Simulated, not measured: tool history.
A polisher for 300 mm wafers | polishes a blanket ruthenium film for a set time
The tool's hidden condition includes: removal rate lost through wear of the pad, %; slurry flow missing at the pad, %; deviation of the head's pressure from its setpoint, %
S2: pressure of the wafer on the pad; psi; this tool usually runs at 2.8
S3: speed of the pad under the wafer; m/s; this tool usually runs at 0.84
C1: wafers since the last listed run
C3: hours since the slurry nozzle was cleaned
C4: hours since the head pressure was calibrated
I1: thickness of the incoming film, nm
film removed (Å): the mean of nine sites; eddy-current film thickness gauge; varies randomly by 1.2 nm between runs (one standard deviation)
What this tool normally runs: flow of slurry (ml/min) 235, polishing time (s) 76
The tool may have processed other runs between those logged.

Run 1, hour 0.0: usual settings; C1 0; wafers polished on this pad 2730; C3 165.2; C4 498.2; I1 320.5. Result: film removed (Å) 801.
Run 2, hour 54.4: usual settings; C1 641; wafers polished on this pad 3372; C3 219.6; C4 552.6; I1 324.2. Result: film removed (Å) 807.
Run 3, hour 118.9: usual settings; C1 760; wafers polished on this pad 4133; C3 284.1; C4 617.1; I1 323.1. Result: film removed (Å) 814.
Run 4, hour 159.3: usual settings; C1 476; wafers polished on this pad 4609; C3 324.5; C4 657.5; I1 316.7. Result: film removed (Å) 795.
Run 5, hour 256.5: usual settings; C1 1146; wafers polished on this pad 5756; C3 421.7; C4 754.7; I1 321.8. Result: film removed (Å) 769.
At hour 393.1: worn pad replaced by a new one.
At hour 434.6: head pressure recalibrated.
Run 6, hour 435.6: usual settings; C1 2042; wafers polished on this pad 477; C3 600.8; C4 1.0; I1 324.3. Result: film removed (Å) 857.
Run 7, hour 528.3: usual settings but polishing time (s) 64; C1 1093; wafers polished on this pad 1571; C3 693.5; C4 93.7; I1 317.3. Result: film removed (Å) 685.
At hour 557.7: slurry nozzle cleaned.
Run 8, hour 594.5: usual settings but polishing time (s) 64; C1 769; wafers polished on this pad 2340; C3 36.8; C4 159.9; I1 314.7. Result: film removed (Å) 682.
Run 9, hour 648.3: usual settings; C1 634; wafers polished on this pad 2975; C3 90.6; C4 213.7; I1 321.3. Result: film removed (Å) 786.
Run 10, hour 741.6: usual settings; C1 1100; wafers polished on this pad 4075; C3 183.9; C4 307.0; I1 323.7. Result: film removed (Å) 786.
Run 11, hour 839.3: usual settings but flow of slurry (ml/min) 200; C1 1152; wafers polished on this pad 5228; C3 281.6; C4 404.7; I1 321.4. Result: film removed (Å) 756.
Run 12, hour 932.2: usual settings but flow of slurry (ml/min) 200; C1 1096; wafers polished on this pad 6324; C3 374.5; C4 497.6; I1 324.7. Result: film removed (Å) 738.
Run 13, hour 1006.4: usual settings but flow of slurry (ml/min) 200; C1 875; wafers polished on this pad 7199; C3 448.7; C4 571.8; I1 316.4. Result: film removed (Å) 743.
Run 14, hour 1069.5: usual settings; C1 744; wafers polished on this pad 7944; C3 511.8; C4 634.9; I1 321.5. Result: film removed (Å) 735.
At hour 1102.4: worn pad replaced by a new one.
Run 15, hour 1163.3: usual settings; C1 1059; wafers polished on this pad 718; C3 605.6; C4 728.7; I1 320.4. Result: film removed (Å) 862.
At hour 1188.0: slurry nozzle cleaned.
Run 16, hour 1201.9: usual settings but flow of slurry (ml/min) 170, S2 2.1 psi, polishing time (s) 52; C1 443; wafers polished on this pad 1161; C3 13.9; C4 767.3; I1 316.3. Result: film removed (Å) 431.
At hour 1224.2: head pressure recalibrated.
Run 17, hour 1269.1: usual settings but flow of slurry (ml/min) 170, S3 0.66 m/s; C1 769; wafers polished on this pad 1931; C3 81.1; C4 44.9; I1 325.2. Result: film removed (Å) 636.
Run 18, hour 1332.3: usual settings; C1 745; wafers polished on this pad 2676; C3 144.3; C4 108.1; I1 320.2. Result: film removed (Å) 831.
Run 19, hour 1408.7: usual settings but S3 0.70 m/s; C1 901; wafers polished on this pad 3578; C3 220.7; C4 184.5; I1 321.5. Result: film removed (Å) 660.
Run 20, hour 1455.1: usual settings; C1 547; wafers polished on this pad 4125; C3 267.1; C4 230.9; I1 324.1. Result: film removed (Å) 790.
Run 21, hour 1504.7: usual settings but S3 1.02 m/s; C1 585; wafers polished on this pad 4710; C3 316.7; C4 280.5; I1 321.2. Result: film removed (Å) 986.

Run 22, settings as shown, results not yet in. Your forecast:
Run 22, hour 1601.5: usual settings; C1 1142; wafers polished on this pad 5852; C3 413.5; C4 377.3; I1 318.8. Result: film removed (Å) ?.

film removed (Å): 792
With the hidden condition absent and the run-to-run variation left alone, this run would have shown film removed (Å) 868.
